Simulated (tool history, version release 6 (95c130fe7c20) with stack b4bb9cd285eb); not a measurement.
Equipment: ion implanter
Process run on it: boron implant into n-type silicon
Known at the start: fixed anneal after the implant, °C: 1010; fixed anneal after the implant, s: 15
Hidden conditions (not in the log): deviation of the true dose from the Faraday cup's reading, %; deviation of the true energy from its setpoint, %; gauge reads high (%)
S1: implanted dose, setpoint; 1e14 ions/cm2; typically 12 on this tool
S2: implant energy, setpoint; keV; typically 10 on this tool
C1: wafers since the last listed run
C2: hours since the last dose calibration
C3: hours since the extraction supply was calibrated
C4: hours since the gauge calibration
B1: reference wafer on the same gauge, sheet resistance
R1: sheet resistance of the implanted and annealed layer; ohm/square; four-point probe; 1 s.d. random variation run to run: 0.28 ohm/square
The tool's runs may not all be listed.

| run | hour | S1 | S2 | C1 | C2 | C3 | C4 | B1 | R1 |
|---|---|---|---|---|---|---|---|---|---|
| 1 | 0 | 12 | 10 | 0 | 1675.6 | 1475.5 | 613.7 | 102.02 | 115.94 |
| 2 | 28.8 | 12 | 10 | 673 | 1704.4 | 1504.3 | 642.5 | 101.95 | 115.53 |
| 3 | 84.6 | 12 | 10 | 1304 | 1760.2 | 1560.1 | 698.3 | 102.06 | 115.08 |
| 4 | 141.3 | 12 | 10 | 1325 | 1816.9 | 1616.8 | 755 | 102.02 | 114.92 |
| 5 | 201.8 | 12 | 10 | 1414 | 1877.4 | 1677.3 | 815.5 | 102.04 | 115.28 |
| 6 | 253.2 | 12.85 | 10 | 1201 | 1928.8 | 1728.7 | 866.9 | 102.01 | 111.85 |
| 7 | 303.1 | 12.85 | 10 | 1166 | 1978.7 | 1778.6 | 916.8 | 101.99 | 112.2 |
| 8 | 335.5 | 12.85 | 10 | 757 | 2011.1 | 1811 | 949.2 | 101.98 | 111.94 |
| 9 | 469 | 13.23 | 10 | 3121 | 2144.6 | 1944.5 | 1082.7 | 102 | 110.42 |
| 10 | 506.7 | 13.23 | 10 | 881 | 2182.3 | 1982.2 | 1120.4 | 102 | 110.73 |
| 11 | 536.5 | 13.23 | 10 | 696 | 2212.1 | 2012 | 1150.2 | 101.9 | 110.34 |
| 12 | 589.6 | 14 | 13.5 | 1241 | 2265.2 | 2065.1 | 1203.3 | 101.93 | 97.64 |
|  | 623.5 | Faraday cup replaced and dose calibrated |
| 13 | 632.5 | 9.2 | 13 | 816 | 9 | 2108 | 1246.2 | 102.04 | 132.28 |
| 14 | 658.1 | 10.05 | 11.5 | 598 | 34.6 | 2133.6 | 1271.8 | 102.01 | 126.4 |
| 15 | 718.4 | 13.44 | 12 | 1410 | 94.9 | 2193.9 | 1332.1 | 102.01 | 105.61 |
| 16 | 778.2 | 12 | 10 | 1398 | 154.7 | 2253.7 | 1391.9 | 101.99 | 117.71 |
|  | 819 | extraction supply calibrated |
| 17 | 823.7 | 14.06 | 11 | 876 | 200.2 | 4.7 | 1437.4 | 102.01 | 105.65 |
|  | 848.6 | gauge calibrated |
| 18 | 866.8 | 12 | 10 | 1007 | 243.3 | 47.8 | 18.2 | 101.95 | 117.79 |
| 19 | 928 | 14.46 | 12 | 1431 | 304.5 | 109 | 79.4 | 101.98 | 101.36 |
| 20 | 970.5 | 13.46 | 12 | 993 | 347 | 151.5 | 121.9 | 102.04 | 104.3 |
| 21 | 1038.9 | 9.2 | 13 | 1599 | 415.4 | 219.9 | 190.3 | 101.97 | 130.83 |
| 22 | 1069.3 | 12 | 7 | 710 | 445.8 | 250.3 | 220.7 | 102.03 | 132 |
| 23 | 1127.6 | 10.95 | 9 | 1363 | 504.1 | 308.6 | 279 | 101.95 | 126.04 |

A few steps of R1 between consecutive runs. Split each: what settings, incoming material and random variation would produce without the hidden state, and what is left over for the hidden state, along with gauge scatter present in only one of the two compared results (measured, and without hidden state):
Run 12 -> 13: S1 14 -> 9.2, S2 13.5 -> 13, Faraday cup replaced and dose calibrated. R1 +34.64 ohm/square: hidden state +2.2, all else +32.44.
Run 20 -> 21: S1 13.46 -> 9.2, S2 12 -> 13. R1 +26.53 ohm/square: hidden state -1.36, all else +27.89.
